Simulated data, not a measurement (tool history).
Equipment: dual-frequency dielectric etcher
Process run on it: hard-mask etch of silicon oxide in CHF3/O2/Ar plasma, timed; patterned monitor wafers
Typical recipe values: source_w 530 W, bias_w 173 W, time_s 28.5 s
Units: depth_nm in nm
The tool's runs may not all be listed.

run	hour	source_w	bias_w	time_s	wafers since the last listed run	hours since the last wet clean	hours since the last source power generator calibration	hours since the last bias power generator calibration	hours since the last upper electrode change	hours since the gauge calibration	read-back reference wafer on the same gauge, depth_nm	depth_nm
1	0	530	173	28.5	0	293.5	2544.2	4789.1	2348.6	35.4	59	51.8
2	18.2	530	173	28.5	300	311.7	2562.4	4807.3	2366.8	53.6	59	51.8
3	25.7	600	173	28.5	123	319.2	2569.9	4814.8	2374.3	61.1	59.1	54
4	41.9	600	173	28.5	267	335.4	2586.1	4831	2390.5	77.3	59	54
5	52.1	470	192	28.5	168	345.6	2596.3	4841.2	2400.7	87.5	59	50.8
# hour 62.4: source power generator calibrated
6	62.9	470	192	28.5	112	356.4	0.5	4852	2411.5	98.3	58.9	50.6
7	68.7	470	192	28.5	95	362.2	6.3	4857.8	2417.3	104.1	59.1	50.8
# hour 82.6: bias power generator calibrated
# hour 87.9: gauge calibrated
# hour 102.9: upper electrode replaced
8	103.4	530	173	28.5	171	396.9	41	20.8	0.5	15.5	59.1	51.1
9	103.7	530	173	28.5	4	397.2	41.3	21.1	0.8	15.8	59	51.3
10	115.3	470	204	28.5	191	408.8	52.9	32.7	12.4	27.4	59	51.4

What will run 11 give?
# hour 146.7: wet clean of the chamber
11	147.2	530	173	28.5	130	0.5	84.8	64.6	44.3	59.3	?	?

read-back reference wafer on the same gauge, depth_nm: 59
depth_nm: 53 nm
On a tool with no hidden condition, and with the same random variation, this run would have come out at depth_nm 53.4 nm.
